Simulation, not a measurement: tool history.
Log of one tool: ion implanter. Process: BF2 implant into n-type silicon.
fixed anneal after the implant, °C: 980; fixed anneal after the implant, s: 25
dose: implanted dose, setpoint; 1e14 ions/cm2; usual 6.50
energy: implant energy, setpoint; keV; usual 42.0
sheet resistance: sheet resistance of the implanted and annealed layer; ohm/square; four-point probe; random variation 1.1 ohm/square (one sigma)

run    hour  dose  energy  read-back reference wafer on the same gauge, sheet resistance  sheet resistance
  1     0.0  7.68    42.0                                                         222.79            192.41
  2    36.1  4.97    42.0                                                         222.87            267.39
  3    78.7  4.97    42.0                                                         223.00            266.80
  4   381.0  4.97    42.0                                                         223.26            270.06
  5   466.1  6.50    51.5                                                         223.14            209.24
  6   501.2  6.50    51.5                                                         223.31            209.02
  7   549.6  6.50    51.5                                                         222.90            203.17
  8   618.4  7.92    35.0                                                         222.66            199.96
  9   861.7  7.92    35.0                                                         222.81            200.91
 10   957.3  7.92    35.0                                                         223.45            198.18
 11  1026.4  6.50    42.0                                                         223.02            211.93
 12  1088.2  6.50    42.0                                                         223.45            213.11
 13  1152.0  6.50    42.0                                                         222.26            213.53
 14  1214.3  8.10    42.0                                                         222.90            184.83
 15  1321.0  6.50    51.5                                                         223.07            207.72
 16  1402.3  7.61    52.5                                                         222.89            184.79
 17  1463.8  6.50    42.0                                                         222.84            215.04
 18  1540.1  6.50    42.0                                                         222.99            215.67
 19  1594.6  6.50    42.0                                                         223.75            215.81
 20  1649.5  6.50    42.0                                                         223.16            215.15
 21  1747.8  7.68    48.0                                                         222.89            187.60
 22  1801.5  6.50    42.0                                                         222.88            216.94
 23  1893.1  6.50    29.0                                                         222.88            240.45
 24  1956.9  7.35    48.0                                                         223.30            194.28
 25  1993.0  8.40    31.5                                                         222.90            203.72
 26  2083.8  7.89    56.0                                                         222.73            180.41
 27  2128.8  7.95    47.0                                                         223.00            179.99
 28  2172.2  5.91    32.5                                                         223.14            239.35
 29  2273.9  8.38    51.5                                                         223.38            171.44
 30  2348.3  7.37    51.0                                                         223.28            186.74
 31  2442.0  5.41    37.5                                                         222.86            249.10
 32  2491.2  6.50    42.0                                                         223.01            213.71
 33  2691.2  6.50    47.5                                                         223.57            209.07
 34  2731.5  8.43    42.0                                                         222.49            182.20
 35  2826.2  6.50    42.0                                                         222.98            212.74
 36  2890.5  4.76    42.0                                                         223.71            274.59

Taken out of this log: 4 entries between the listed runs. Where each belongs, and how the hidden state differs across it:
Between runs 4 and 5: extraction supply calibrated (hour 465.6)
  deviation of the true dose from the Faraday cup's reading, %: -4.6 -> -4.87
  measured less the result without the state, sheet resistance: +10.76 -> +7.85 ohm/square
Between runs 6 and 7: Faraday cup replaced and dose calibrated (hour 537.0)
  deviation of the true dose from the Faraday cup's reading, %: -4.98 -> -0.674
  measured less the result without the state, sheet resistance: +8.01 -> +1.03 ohm/square
Between runs 8 and 9: gauge calibrated (hour 690.3)
  deviation of the true dose from the Faraday cup's reading, %: -0.889 -> -1.65
  measured less the result without the state, sheet resistance: +0.82 -> +1.53 ohm/square
Between runs 26 and 27: Faraday cup replaced and dose calibrated (hour 2126.8)
  deviation of the true dose from the Faraday cup's reading, %: -5.46 -> -0.511
  measured less the result without the state, sheet resistance: +6.87 -> +0.54 ohm/square
